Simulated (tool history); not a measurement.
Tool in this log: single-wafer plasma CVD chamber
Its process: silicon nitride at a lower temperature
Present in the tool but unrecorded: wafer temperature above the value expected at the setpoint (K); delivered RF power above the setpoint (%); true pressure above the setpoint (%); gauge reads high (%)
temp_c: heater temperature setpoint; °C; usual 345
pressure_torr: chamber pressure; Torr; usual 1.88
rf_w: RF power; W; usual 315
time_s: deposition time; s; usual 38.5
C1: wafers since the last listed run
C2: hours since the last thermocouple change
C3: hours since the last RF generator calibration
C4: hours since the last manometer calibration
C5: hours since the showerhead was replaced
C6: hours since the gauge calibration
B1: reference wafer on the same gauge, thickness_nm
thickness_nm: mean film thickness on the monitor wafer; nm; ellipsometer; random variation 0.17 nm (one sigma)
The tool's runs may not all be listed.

run 1 hour=0.0 | temp_c=345 pressure_torr=1.55 rf_w=315 time_s=38.5 | C1=0 C2=2105.6 C3=796.1 C4=1259.8 C5=5044.1 C6=19.0 | B1=49.608 | thickness_nm=49.055
run 2 hour=29.6 | temp_c=345 pressure_torr=1.88 rf_w=300 time_s=34.7 | C1=442 C2=2135.2 C3=825.7 C4=1289.4 C5=5073.7 C6=48.6 | B1=49.581 | thickness_nm=45.925
run 3 hour=64.8 | temp_c=345 pressure_torr=1.88 rf_w=300 time_s=34.7 | C1=526 C2=2170.4 C3=860.9 C4=1324.6 C5=5108.9 C6=83.8 | B1=49.639 | thickness_nm=45.698
run 4 hour=99.2 | temp_c=345 pressure_torr=1.88 rf_w=315 time_s=38.5 | C1=514 C2=2204.8 C3=895.3 C4=1359.0 C5=5143.3 C6=118.2 | B1=49.560 | thickness_nm=52.275
run 5 hour=140.7 | temp_c=345 pressure_torr=1.88 rf_w=315 time_s=38.5 | C1=620 C2=2246.3 C3=936.8 C4=1400.5 C5=5184.8 C6=159.7 | B1=49.662 | thickness_nm=52.507
run 6 hour=212.6 | temp_c=345 pressure_torr=1.88 rf_w=315 time_s=38.5 | C1=1074 C2=2318.2 C3=1008.7 C4=1472.4 C5=5256.7 C6=231.6 | B1=49.574 | thickness_nm=52.363
run 7 hour=279.4 | temp_c=345 pressure_torr=1.88 rf_w=315 time_s=40.0 | C1=998 C2=2385.0 C3=1075.5 C4=1539.2 C5=5323.5 C6=298.4 | B1=49.584 | thickness_nm=54.610
run 8 hour=305.1 | temp_c=345 pressure_torr=1.88 rf_w=315 time_s=40.0 | C1=384 C2=2410.7 C3=1101.2 C4=1564.9 C5=5349.2 C6=324.1 | B1=49.610 | thickness_nm=54.521
-- hour=316.2 thermocouple changed; heater temperature recalibrated
-- hour=324.5 showerhead replaced, of another model than before
run 9 hour=342.8 | temp_c=345 pressure_torr=1.88 rf_w=315 time_s=40.0 | C1=324 C2=26.6 C3=1138.9 C4=1602.6 C5=18.3 C6=361.8 | B1=49.567 | thickness_nm=54.534
run 10 hour=369.3 | temp_c=345 pressure_torr=1.88 rf_w=335 time_s=38.5 | C1=396 C2=53.1 C3=1165.4 C4=1629.1 C5=44.8 C6=388.3 | B1=49.608 | thickness_nm=55.726

Expected results for the next run?
run 11 hour=412.9 | temp_c=334 pressure_torr=2.17 rf_w=360 time_s=44.7 | C1=651 C2=96.7 C3=1209.0 C4=1672.7 C5=88.4 C6=431.9 | B1=? | thickness_nm=?

Run 11 gave B1 49.539, thickness_nm 71.546 nm.
Minus the tool's unlogged condition, the same run would have read thickness_nm 70.388 nm.
